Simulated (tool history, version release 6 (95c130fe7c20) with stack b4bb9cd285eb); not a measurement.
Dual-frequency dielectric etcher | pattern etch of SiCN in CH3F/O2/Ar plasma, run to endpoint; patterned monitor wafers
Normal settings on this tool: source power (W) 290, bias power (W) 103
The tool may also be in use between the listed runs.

run     day  source power (W)  bias power (W)  wafers since the last listed run  hours since the last wet clean  hours since the last source power generator calibration  hours since the last bias power generator calibration  hours since the last upper electrode change  incoming incoming film thickness, nm  endpoint time (s)
  1       0               290             103                                 0                            69.3                                                   3303.9                                                 3620.8                                       4592.6                                 10.54               25.7
  2   0.583               290             103                               167                            83.3                                                   3317.9                                                 3634.8                                       4606.6                                 10.49               25.8
  3   1.954               290             103                               394                           116.2                                                   3350.8                                                 3667.7                                       4639.5                                 10.37               25.4
  4     3.3               290             103                               386                           148.5                                                   3383.1                                                   3700                                       4671.8                                 10.47               25.7
  5   4.321               290             103                               293                             173                                                   3407.6                                                 3724.5                                       4696.3                                 10.37               25.3
  6   5.029               290             103                               203                             190                                                   3424.6                                                 3741.5                                       4713.3                                 10.54               25.7
  7   6.208               270             103                               338                           218.3                                                   3452.9                                                 3769.8                                       4741.6                                 10.57               26.6
  8   7.058               270             103                               244                           238.7                                                   3473.3                                                 3790.2                                         4762                                 10.35               26.1
  9   8.188               290             103                               324                           265.8                                                   3500.4                                                 3817.3                                       4789.1                                 10.43               25.6
 10   9.004               290             103                               234                           285.4                                                     3520                                                 3836.9                                       4808.7                                  10.4               25.4
 11   10.35               290             103                               386                           317.7                                                   3552.3                                                 3869.2                                         4841                                 10.44               25.6
 12  11.471               290             103                               322                           344.6                                                   3579.2                                                 3896.1                                       4867.9                                 10.51               25.6
     13.321  -- wet clean of the chamber
 13  13.342               290             118                               250                             0.5                                                   3624.1                                                   3941                                       4912.8                                 10.44                 24
 14  13.404               290             103                                17                               2                                                   3625.6                                                 3942.5                                       4914.3                                 10.52               25.5
 15   14.25               290             103                               243                            22.3                                                   3645.9                                                 3962.8                                       4934.6                                 10.52               25.7
     15.279  -- bias power generator calibrated
 16  15.729               290             103                               377                            57.8                                                   3681.4                                                   10.8                                       4970.1                                 10.57               25.7
     16.962  -- source power generator calibrated
 17  19.621               290             103                              1070                           151.2                                                     63.8                                                  104.2                                       5063.5                                 10.53               25.6
 18  21.033               310             121                               406                           185.1                                                     97.7                                                  138.1                                       5097.4                                 10.52               23.1
 19  21.725               240             119                               198                           201.7                                                    114.3                                                  154.7                                         5114                                 10.56               25.8
     23.542  -- upper electrode replaced
 20  23.562               320             122                               240                           245.8                                                    158.4                                                  198.8                                          0.5                                 10.53               22.7
 21  23.675               290             103                                32                           248.5                                                    161.1                                                  201.5                                          3.2                                 10.47               25.4
 22  24.721               290              87                               300                           273.6                                                    186.2                                                  226.6                                         28.3                                 10.51               28.2
 23  26.096               290             103                               395                           306.6                                                    219.2                                                  259.6                                         61.3                                 10.49               25.8
 24  26.788               290              94                               198                           323.2                                                    235.8                                                  276.2                                         77.9                                  10.4               26.5
 25  27.767               290             103                               281                           346.7                                                    259.3                                                  299.7                                        101.4                                 10.46               25.6
 26  28.962               320             112                               343                           375.4                                                      288                                                  328.4                                        130.1                                 10.37               23.6
 27  29.617               290             103                               188                           391.1                                                    303.7                                                  344.1                                        145.8                                 10.61               25.9
     31.092  -- wet clean of the chamber
 28  31.112               310             118                               142                             0.5                                                    339.6                                                    380                                        181.7                                 10.45               23.3
 29  31.854               360              94                               213                            18.3                                                    357.4                                                  397.8                                        199.5                                 10.62               25.1
 30  32.704               320              82                               244                            38.7                                                    377.8                                                  418.2                                        219.9                                 10.56                 28
 31  33.633               290              86                               267                              61                                                    400.1                                                  440.5                                        242.2                                 10.51               28.2
 32  34.846               290             103                               348                            90.1                                                    429.2                                                  469.6                                        271.3                                 10.42               25.4
 33  35.588               290             103                               213                           107.9                                                      447                                                  487.4                                        289.1                                 10.32                 25
 34  36.625               290             103                               298                           132.8                                                    471.9                                                  512.3                                          314                                 10.38               25.5
 35  37.954               310             103                               382                           164.7                                                    503.8                                                  544.2                                        345.9                                 10.61               25.1
 36  38.721               290              93                               220                           183.1                                                    522.2                                                  562.6                                        364.3                                 10.37               26.7

Here are 3 independent what-if runs from the current tool condition. What would each one return?
  A  38.738               240             103                                 4                           183.5                                                    522.6                                                    563                                        364.7                                 10.57                  ?
  B  38.738               290             120                                 4                           183.5                                                    522.6                                                    563                                        364.7                                 10.57                  ?
  C  38.738               230             124                                 4                           183.5                                                    522.6                                                    563                                        364.7                                 10.57                  ?

run  endpoint time (s)
  A               27.7
  B                 24
  C               25.6
What these runs would have given with no unlogged condition in the tool:
run  endpoint time (s)
  A               27.7
  B                 24
  C               25.6
